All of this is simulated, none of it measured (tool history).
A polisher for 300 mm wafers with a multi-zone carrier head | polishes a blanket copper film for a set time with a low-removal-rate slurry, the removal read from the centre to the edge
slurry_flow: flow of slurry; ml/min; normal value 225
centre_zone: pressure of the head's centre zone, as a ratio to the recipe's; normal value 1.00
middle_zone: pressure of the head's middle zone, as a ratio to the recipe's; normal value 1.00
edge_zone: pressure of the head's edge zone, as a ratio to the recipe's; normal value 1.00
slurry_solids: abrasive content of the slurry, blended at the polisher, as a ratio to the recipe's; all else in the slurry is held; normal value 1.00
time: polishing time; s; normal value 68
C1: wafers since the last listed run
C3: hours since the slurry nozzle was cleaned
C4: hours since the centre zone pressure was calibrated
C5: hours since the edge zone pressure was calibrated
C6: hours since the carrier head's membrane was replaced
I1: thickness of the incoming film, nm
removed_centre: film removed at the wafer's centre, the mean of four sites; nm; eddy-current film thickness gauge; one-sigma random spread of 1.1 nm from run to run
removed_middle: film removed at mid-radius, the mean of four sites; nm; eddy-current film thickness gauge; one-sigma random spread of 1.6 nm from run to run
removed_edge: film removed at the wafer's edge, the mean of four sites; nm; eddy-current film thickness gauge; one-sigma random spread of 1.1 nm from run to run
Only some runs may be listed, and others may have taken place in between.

{"run": 1, "hour": 0.0, "slurry_flow": 225, "centre_zone": 1.0, "middle_zone": 1.0, "edge_zone": 1.0, "slurry_solids": 1.0, "time": 68, "C1": 0, "wafers polished on this pad": 504, "C3": 546.8, "C4": 1366.7, "C5": 18.0, "C6": 982.9, "I1": 632.1, "removed_centre": 109.4, "removed_middle": 124.4, "removed_edge": 120.2}
{"run": 2, "hour": 29.4, "slurry_flow": 225, "centre_zone": 1.0, "middle_zone": 1.0, "edge_zone": 1.0, "slurry_solids": 1.0, "time": 68, "C1": 327, "wafers polished on this pad": 831, "C3": 576.2, "C4": 1396.1, "C5": 47.4, "C6": 1012.3, "I1": 624.1, "removed_centre": 110.4, "removed_middle": 125.3, "removed_edge": 120.1}
{"run": 3, "hour": 50.1, "slurry_flow": 225, "centre_zone": 1.0, "middle_zone": 1.0, "edge_zone": 1.0, "slurry_solids": 1.0, "time": 68, "C1": 230, "wafers polished on this pad": 1062, "C3": 596.9, "C4": 1416.8, "C5": 68.1, "C6": 1033.0, "I1": 636.9, "removed_centre": 106.6, "removed_middle": 124.7, "removed_edge": 120.4}
{"run": 4, "hour": 74.2, "slurry_flow": 225, "centre_zone": 1.1, "middle_zone": 1.0, "edge_zone": 1.0, "slurry_solids": 1.0, "time": 58, "C1": 268, "wafers polished on this pad": 1330, "C3": 621.0, "C4": 1440.9, "C5": 92.2, "C6": 1057.1, "I1": 627.3, "removed_centre": 98.3, "removed_middle": 105.5, "removed_edge": 100.4}
{"hour": 78.9, "done": "slurry nozzle cleaned"}
{"run": 5, "hour": 103.2, "slurry_flow": 225, "centre_zone": 1.0, "middle_zone": 1.0, "edge_zone": 1.0, "slurry_solids": 1.0, "time": 88, "C1": 311, "wafers polished on this pad": 1642, "C3": 24.3, "C4": 1469.9, "C5": 121.2, "C6": 1086.1, "I1": 630.8, "removed_centre": 145.8, "removed_middle": 170.4, "removed_edge": 163.0}
{"hour": 120.4, "done": "worn pad replaced by a new one"}
{"run": 6, "hour": 123.2, "slurry_flow": 225, "centre_zone": 1.0, "middle_zone": 1.0, "edge_zone": 1.0, "slurry_solids": 1.0, "time": 55, "C1": 178, "wafers polished on this pad": 31, "C3": 44.3, "C4": 1489.9, "C5": 141.2, "C6": 1106.1, "I1": 622.7, "removed_centre": 91.9, "removed_middle": 105.6, "removed_edge": 100.6}
{"run": 7, "hour": 146.6, "slurry_flow": 225, "centre_zone": 1.0, "middle_zone": 1.0, "edge_zone": 0.94, "slurry_solids": 1.0, "time": 68, "C1": 260, "wafers polished on this pad": 292, "C3": 67.7, "C4": 1513.3, "C5": 164.6, "C6": 1129.5, "I1": 635.8, "removed_centre": 111.9, "removed_middle": 130.5, "removed_edge": 119.8}
{"run": 8, "hour": 171.3, "slurry_flow": 225, "centre_zone": 1.0, "middle_zone": 1.0, "edge_zone": 1.0, "slurry_solids": 1.0, "time": 68, "C1": 275, "wafers polished on this pad": 567, "C3": 92.4, "C4": 1538.0, "C5": 189.3, "C6": 1154.2, "I1": 627.0, "removed_centre": 112.5, "removed_middle": 129.4, "removed_edge": 125.2}
{"hour": 184.4, "done": "centre zone pressure recalibrated"}
{"run": 9, "hour": 205.2, "slurry_flow": 225, "centre_zone": 1.0, "middle_zone": 1.0, "edge_zone": 1.0, "slurry_solids": 1.0, "time": 68, "C1": 355, "wafers polished on this pad": 922, "C3": 126.3, "C4": 20.8, "C5": 223.2, "C6": 1188.1, "I1": 637.7, "removed_centre": 125.8, "removed_middle": 128.3, "removed_edge": 124.4}
{"run": 10, "hour": 221.6, "slurry_flow": 225, "centre_zone": 1.0, "middle_zone": 1.0, "edge_zone": 1.0, "slurry_solids": 1.0, "time": 68, "C1": 182, "wafers polished on this pad": 1105, "C3": 142.7, "C4": 37.2, "C5": 239.6, "C6": 1204.5, "I1": 621.8, "removed_centre": 124.6, "removed_middle": 131.6, "removed_edge": 124.7}
{"hour": 247.1, "done": "carrier head's membrane replaced by a new one"}
{"run": 11, "hour": 251.3, "slurry_flow": 225, "centre_zone": 1.0, "middle_zone": 1.0, "edge_zone": 1.0, "slurry_solids": 0.9, "time": 44, "C1": 275, "wafers polished on this pad": 1380, "C3": 172.4, "C4": 66.9, "C5": 269.3, "C6": 4.2, "I1": 634.1, "removed_centre": 79.5, "removed_middle": 82.7, "removed_edge": 79.5}
{"hour": 264.6, "done": "worn pad replaced by a new one"}
{"run": 12, "hour": 285.0, "slurry_flow": 250, "centre_zone": 1.0, "middle_zone": 1.0, "edge_zone": 1.0, "slurry_solids": 1.0, "time": 68, "C1": 330, "wafers polished on this pad": 226, "C3": 206.1, "C4": 100.6, "C5": 303.0, "C6": 37.9, "I1": 633.6, "removed_centre": 126.5, "removed_middle": 131.3, "removed_edge": 124.8}
{"run": 13, "hour": 316.0, "slurry_flow": 175, "centre_zone": 1.0, "middle_zone": 1.0, "edge_zone": 1.0, "slurry_solids": 1.25, "time": 68, "C1": 345, "wafers polished on this pad": 572, "C3": 237.1, "C4": 131.6, "C5": 334.0, "C6": 68.9, "I1": 622.3, "removed_centre": 121.2, "removed_middle": 128.3, "removed_edge": 124.3}
{"run": 14, "hour": 341.2, "slurry_flow": 225, "centre_zone": 1.0, "middle_zone": 1.0, "edge_zone": 1.0, "slurry_solids": 1.0, "time": 68, "C1": 280, "wafers polished on this pad": 852, "C3": 262.3, "C4": 156.8, "C5": 359.2, "C6": 94.1, "I1": 633.0, "removed_centre": 121.2, "removed_middle": 126.1, "removed_edge": 124.0}
{"run": 15, "hour": 353.4, "slurry_flow": 225, "centre_zone": 1.09, "middle_zone": 1.0, "edge_zone": 1.0, "slurry_solids": 1.0, "time": 68, "C1": 135, "wafers polished on this pad": 988, "C3": 274.5, "C4": 169.0, "C5": 371.4, "C6": 106.3, "I1": 627.2, "removed_centre": 130.0, "removed_middle": 125.0, "removed_edge": 123.4}
{"run": 16, "hour": 375.1, "slurry_flow": 225, "centre_zone": 1.11, "middle_zone": 1.0, "edge_zone": 1.0, "slurry_solids": 1.2, "time": 68, "C1": 241, "wafers polished on this pad": 1230, "C3": 296.2, "C4": 190.7, "C5": 393.1, "C6": 128.0, "I1": 627.5, "removed_centre": 135.6, "removed_middle": 134.4, "removed_edge": 126.6}
{"run": 17, "hour": 410.4, "slurry_flow": 225, "centre_zone": 1.0, "middle_zone": 1.0, "edge_zone": 1.0, "slurry_solids": 0.75, "time": 81, "C1": 393, "wafers polished on this pad": 1623, "C3": 331.5, "C4": 226.0, "C5": 428.4, "C6": 163.3, "I1": 632.3, "removed_centre": 135.9, "removed_middle": 146.7, "removed_edge": 139.1}
{"run": 18, "hour": 435.3, "slurry_flow": 270, "centre_zone": 1.05, "middle_zone": 1.0, "edge_zone": 1.0, "slurry_solids": 1.3, "time": 68, "C1": 277, "wafers polished on this pad": 1900, "C3": 356.4, "C4": 250.9, "C5": 453.3, "C6": 188.2, "I1": 616.8, "removed_centre": 135.6, "removed_middle": 136.6, "removed_edge": 134.1}
{"hour": 447.7, "done": "worn pad replaced by a new one"}
{"run": 19, "hour": 451.9, "slurry_flow": 225, "centre_zone": 1.0, "middle_zone": 1.0, "edge_zone": 0.89, "slurry_solids": 1.0, "time": 68, "C1": 140, "wafers polished on this pad": 47, "C3": 373.0, "C4": 267.5, "C5": 469.9, "C6": 204.8, "I1": 625.8, "removed_centre": 119.6, "removed_middle": 128.0, "removed_edge": 116.2}
{"run": 20, "hour": 465.4, "slurry_flow": 225, "centre_zone": 1.0, "middle_zone": 1.0, "edge_zone": 1.0, "slurry_solids": 1.0, "time": 68, "C1": 150, "wafers polished on this pad": 197, "C3": 386.5, "C4": 281.0, "C5": 483.4, "C6": 218.3, "I1": 632.2, "removed_centre": 119.0, "removed_middle": 129.0, "removed_edge": 124.0}

5 ways to go on from here, each from the tool as it stands after run 20. What would each give?
{"run": "A", "hour": 465.9, "slurry_flow": 225, "centre_zone": 1.0, "middle_zone": 1.0, "edge_zone": 1.0, "slurry_solids": 0.75, "time": 68, "C1": 5, "wafers polished on this pad": 203, "C3": 387.0, "C4": 281.5, "C5": 483.9, "C6": 218.8, "I1": 634.7, "removed_centre": "?", "removed_middle": "?", "removed_edge": "?"}
{"run": "B", "hour": 465.9, "slurry_flow": 225, "centre_zone": 1.0, "middle_zone": 1.07, "edge_zone": 0.97, "slurry_solids": 1.0, "time": 68, "C1": 5, "wafers polished on this pad": 203, "C3": 387.0, "C4": 281.5, "C5": 483.9, "C6": 218.8, "I1": 634.7, "removed_centre": "?", "removed_middle": "?", "removed_edge": "?"}
{"run": "C", "hour": 465.9, "slurry_flow": 225, "centre_zone": 1.1, "middle_zone": 1.08, "edge_zone": 1.04, "slurry_solids": 1.0, "time": 82, "C1": 5, "wafers polished on this pad": 203, "C3": 387.0, "C4": 281.5, "C5": 483.9, "C6": 218.8, "I1": 634.7, "removed_centre": "?", "removed_middle": "?", "removed_edge": "?"}
{"run": "D", "hour": 465.9, "slurry_flow": 285, "centre_zone": 1.0, "middle_zone": 0.96, "edge_zone": 0.92, "slurry_solids": 1.0, "time": 59, "C1": 5, "wafers polished on this pad": 203, "C3": 387.0, "C4": 281.5, "C5": 483.9, "C6": 218.8, "I1": 634.7, "removed_centre": "?", "removed_middle": "?", "removed_edge": "?"}
{"run": "E", "hour": 465.9, "slurry_flow": 185, "centre_zone": 1.0, "middle_zone": 0.95, "edge_zone": 0.91, "slurry_solids": 1.2, "time": 68, "C1": 5, "wafers polished on this pad": 203, "C3": 387.0, "C4": 281.5, "C5": 483.9, "C6": 218.8, "I1": 634.7, "removed_centre": "?", "removed_middle": "?", "removed_edge": "?"}

run=A removed_centre=113.6 removed_middle=122.6 removed_edge=115.9
run=B removed_centre=119.8 removed_middle=136.9 removed_edge=120.4
run=C removed_centre=157.0 removed_middle=166.3 removed_edge=150.1
run=D removed_centre=107.8 removed_middle=112.0 removed_edge=104.6
run=E removed_centre=119.3 removed_middle=123.9 removed_edge=118.2
With the hidden condition removed and each run's random variation left untouched, the same runs would have given:
run=A removed_centre=120.6 removed_middle=124.6 removed_edge=117.4
run=B removed_centre=127.2 removed_middle=139.1 removed_edge=121.9
run=C removed_centre=166.6 removed_middle=169.0 removed_edge=152.0
run=D removed_centre=113.9 removed_middle=113.4 removed_edge=105.6
run=E removed_centre=127.2 removed_middle=126.4 removed_edge=120.0

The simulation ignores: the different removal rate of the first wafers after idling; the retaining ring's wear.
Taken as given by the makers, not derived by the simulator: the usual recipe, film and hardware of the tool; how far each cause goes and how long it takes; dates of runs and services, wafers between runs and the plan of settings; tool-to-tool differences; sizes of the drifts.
